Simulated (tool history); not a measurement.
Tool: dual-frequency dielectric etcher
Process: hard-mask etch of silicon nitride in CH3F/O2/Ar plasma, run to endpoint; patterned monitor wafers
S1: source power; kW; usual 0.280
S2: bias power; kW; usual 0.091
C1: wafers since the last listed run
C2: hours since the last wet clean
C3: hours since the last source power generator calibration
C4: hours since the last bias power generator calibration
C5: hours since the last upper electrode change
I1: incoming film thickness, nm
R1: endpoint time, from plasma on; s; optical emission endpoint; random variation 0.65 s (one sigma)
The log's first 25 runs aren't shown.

run 26 hour=326.3 | S1=0.220 S2=0.073 | C1=252 C2=40.2 C3=182.9 C4=74.2 C5=184.0 | I1=47.30 | R1=87.7
run 27 hour=342.1 | S1=0.330 S2=0.108 | C1=231 C2=56.0 C3=198.7 C4=90.0 C5=199.8 | I1=47.96 | R1=65.4
run 28 hour=390.1 | S1=0.300 S2=0.099 | C1=703 C2=104.0 C3=246.7 C4=138.0 C5=247.8 | I1=47.21 | R1=69.2
run 29 hour=401.1 | S1=0.310 S2=0.084 | C1=161 C2=115.0 C3=257.7 C4=149.0 C5=258.8 | I1=47.20 | R1=69.2
run 30 hour=407.5 | S1=0.260 S2=0.081 | C1=93 C2=121.4 C3=264.1 C4=155.4 C5=265.2 | I1=47.46 | R1=76.2
run 31 hour=452.0 | S1=0.280 S2=0.091 | C1=652 C2=165.9 C3=308.6 C4=199.9 C5=309.7 | I1=47.11 | R1=71.3
run 32 hour=464.6 | S1=0.280 S2=0.091 | C1=184 C2=178.5 C3=321.2 C4=212.5 C5=322.3 | I1=47.04 | R1=71.2
run 33 hour=473.9 | S1=0.310 S2=0.110 | C1=136 C2=187.8 C3=330.5 C4=221.8 C5=331.6 | I1=47.26 | R1=64.8
run 34 hour=485.7 | S1=0.220 S2=0.071 | C1=172 C2=199.6 C3=342.3 C4=233.6 C5=343.4 | I1=46.92 | R1=83.9
run 35 hour=497.4 | S1=0.300 S2=0.102 | C1=171 C2=211.3 C3=354.0 C4=245.3 C5=355.1 | I1=47.28 | R1=67.1

4 ways to go on from here, each from the tool as it stands after run 35. What would each give?
run A hour=497.8 | S1=0.280 S2=0.091 | C1=5 C2=211.7 C3=354.4 C4=245.7 C5=355.5 | I1=47.52 | R1=?
run B hour=497.8 | S1=0.310 S2=0.079 | C1=5 C2=211.7 C3=354.4 C4=245.7 C5=355.5 | I1=47.52 | R1=?
run C hour=497.8 | S1=0.230 S2=0.068 | C1=5 C2=211.7 C3=354.4 C4=245.7 C5=355.5 | I1=47.52 | R1=?
run D hour=497.8 | S1=0.250 S2=0.073 | C1=5 C2=211.7 C3=354.4 C4=245.7 C5=355.5 | I1=47.52 | R1=?

run=A R1=71.6
run=B R1=69.6
run=C R1=84.4
run=D R1=79.4
Without the tool's hidden state the same runs would have given:
run=A R1=73.9
run=B R1=71.8
run=C R1=87.1
run=D R1=81.9
